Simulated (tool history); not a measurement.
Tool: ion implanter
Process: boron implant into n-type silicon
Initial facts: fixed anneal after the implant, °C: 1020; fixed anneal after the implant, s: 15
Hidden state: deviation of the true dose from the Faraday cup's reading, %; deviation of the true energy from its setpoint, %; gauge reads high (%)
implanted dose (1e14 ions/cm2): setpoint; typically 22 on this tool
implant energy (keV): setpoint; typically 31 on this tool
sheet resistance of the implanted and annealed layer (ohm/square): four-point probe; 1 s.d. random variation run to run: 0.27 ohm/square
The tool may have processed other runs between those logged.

| run | hour | implanted dose (1e14 ions/cm2) | implant energy (keV) | wafers since the last listed run | hours since the last dose calibration | hours since the extraction supply was calibrated | hours since the gauge calibration | read-back reference wafer on the same gauge, sheet resistance | sheet resistance of the implanted and annealed layer (ohm/square) |
|---|---|---|---|---|---|---|---|---|---|
| 1 | 0 | 22 | 31 | 0 | 421 | 4645.3 | 51 | 63.57 | 62.15 |
| 2 | 28.5 | 16.8 | 37 | 528 | 449.5 | 4673.8 | 79.5 | 63.48 | 74.6 |
| 3 | 84.4 | 16.8 | 37 | 1035 | 505.4 | 4729.7 | 135.4 | 63.51 | 74.87 |
| 4 | 134.7 | 16.8 | 37 | 931 | 555.7 | 4780 | 185.7 | 63.38 | 74.38 |
| 5 | 174.6 | 17.29 | 31 | 739 | 595.6 | 4819.9 | 225.6 | 63.33 | 74.25 |
| 6 | 245 | 22 | 31 | 1304 | 666 | 4890.3 | 296 | 63.52 | 62.67 |
|  | 272 | Faraday cup replaced and dose calibrated |
| 7 | 287.9 | 22 | 31 | 646 | 15.9 | 4933.2 | 338.9 | 63.42 | 63.81 |
| 8 | 346.1 | 22 | 31 | 1078 | 74.1 | 4991.4 | 397.1 | 63.59 | 63.94 |
| 9 | 381.3 | 22 | 31 | 652 | 109.3 | 5026.6 | 432.3 | 63.49 | 64.28 |
| 10 | 442.8 | 22 | 31 | 1139 | 170.8 | 5088.1 | 493.8 | 63.55 | 64.14 |
| 11 | 488.5 | 22 | 31 | 846 | 216.5 | 5133.8 | 539.5 | 63.46 | 64.4 |
| 12 | 512.9 | 22 | 31 | 452 | 240.9 | 5158.2 | 563.9 | 63.45 | 64.55 |
| 13 | 544.1 | 22 | 38.5 | 578 | 272.1 | 5189.4 | 595.1 | 63.47 | 62.59 |
|  | 585.5 | Faraday cup replaced and dose calibrated, repeated, since the last time left the tool worse |
| 14 | 602.9 | 22 | 38.5 | 941 | 17.4 | 5248.2 | 653.9 | 63.58 | 59.52 |
| 15 | 650.3 | 22 | 38.5 | 878 | 64.8 | 5295.6 | 701.3 | 63.51 | 59.62 |
| 16 | 682.1 | 22 | 34.5 | 589 | 96.6 | 5327.4 | 733.1 | 63.61 | 60.7 |
| 17 | 710.1 | 27.07 | 31 | 518 | 124.6 | 5355.4 | 761.1 | 63.52 | 54.71 |
| 18 | 736.7 | 22 | 31 | 492 | 151.2 | 5382 | 787.7 | 63.53 | 61.77 |
| 19 | 793.6 | 27.85 | 38.5 | 1054 | 208.1 | 5438.9 | 844.6 | 63.43 | 51.23 |
| 20 | 821.2 | 17.29 | 31 | 511 | 235.7 | 5466.5 | 872.2 | 63.57 | 73.83 |
| 21 | 892.8 | 18.69 | 40.5 | 1326 | 307.3 | 5538.1 | 943.8 | 63.44 | 67.15 |
| 22 | 948.4 | 22 | 31 | 1030 | 362.9 | 5593.7 | 999.4 | 63.68 | 62.37 |
| 23 | 987.7 | 22 | 31 | 728 | 402.2 | 5633 | 1038.7 | 63.46 | 62.56 |
| 24 | 1121.7 | 22 | 31 | 2482 | 536.2 | 5767 | 1172.7 | 63.43 | 62.02 |
|  | 1135.2 | gauge calibrated |
| 25 | 1148.3 | 25.06 | 41 | 492 | 562.8 | 5793.6 | 13.1 | 63.42 | 54.67 |
| 26 | 1181.2 | 27.07 | 31 | 609 | 595.7 | 5826.5 | 46 | 63.63 | 54.67 |
| 27 | 1243.7 | 25.92 | 39.5 | 1158 | 658.2 | 5889 | 108.5 | 63.38 | 53.41 |
|  | 1292.5 | Faraday cup replaced and dose calibrated |
|  | 1293.8 | extraction supply calibrated |
| 28 | 1304.7 | 16.17 | 34.5 | 957 | 12.2 | 10.9 | 169.5 | 63.5 | 75.79 |
| 29 | 1355.9 | 22 | 31 | 948 | 63.4 | 62.1 | 220.7 | 63.38 | 61.8 |
| 30 | 1408.9 | 19.19 | 25.5 | 981 | 116.4 | 115.1 | 273.7 | 63.59 | 69.93 |
| 31 | 1459.9 | 18.11 | 35 | 944 | 167.4 | 166.1 | 324.7 | 63.56 | 69.34 |
| 32 | 1489.9 | 19.16 | 39.5 | 555 | 197.4 | 196.1 | 354.7 | 63.51 | 65.65 |
| 33 | 1542.9 | 20.05 | 26.5 | 981 | 250.4 | 249.1 | 407.7 | 63.48 | 67.38 |
| 34 | 1601.4 | 25.65 | 22.5 | 1083 | 308.9 | 307.6 | 466.2 | 63.47 | 61.92 |
| 35 | 1636.6 | 23.98 | 31 | 652 | 344.1 | 342.8 | 501.4 | 63.52 | 58.82 |

Take each entry between the runs: how does the hidden state at the last listed run before it differ from the hidden state at the first listed run after it?
Between runs 6 and 7: Faraday cup replaced and dose calibrated (hour 272)
  deviation of the true dose from the Faraday cup's reading, %: -2.82 -> -5.33
  difference, measured minus the result without the unlogged condition, sheet resistance of the implanted and annealed layer (ohm/square): +1.19 -> +2.31
Between runs 13 and 14: Faraday cup replaced and dose calibrated, repeated, since the last time left the tool worse (hour 585.5)
  deviation of the true dose from the Faraday cup's reading, %: -6.36 -> 0.0578
  difference, measured minus the result without the unlogged condition, sheet resistance of the implanted and annealed layer (ohm/square): +2.96 -> -0.02
Between runs 24 and 25: gauge calibrated (hour 1135.2)
  deviation of the true dose from the Faraday cup's reading, %: -2.02 -> -2.13
  difference, measured minus the result without the unlogged condition, sheet resistance of the implanted and annealed layer (ohm/square): +0.83 -> +0.81
Between runs 27 and 28: Faraday cup replaced and dose calibrated (hour 1292.5); extraction supply calibrated (hour 1293.8)
  deviation of the true dose from the Faraday cup's reading, %: -2.51 -> 0.364
  difference, measured minus the result without the unlogged condition, sheet resistance of the implanted and annealed layer (ohm/square): +0.9 -> -0.21

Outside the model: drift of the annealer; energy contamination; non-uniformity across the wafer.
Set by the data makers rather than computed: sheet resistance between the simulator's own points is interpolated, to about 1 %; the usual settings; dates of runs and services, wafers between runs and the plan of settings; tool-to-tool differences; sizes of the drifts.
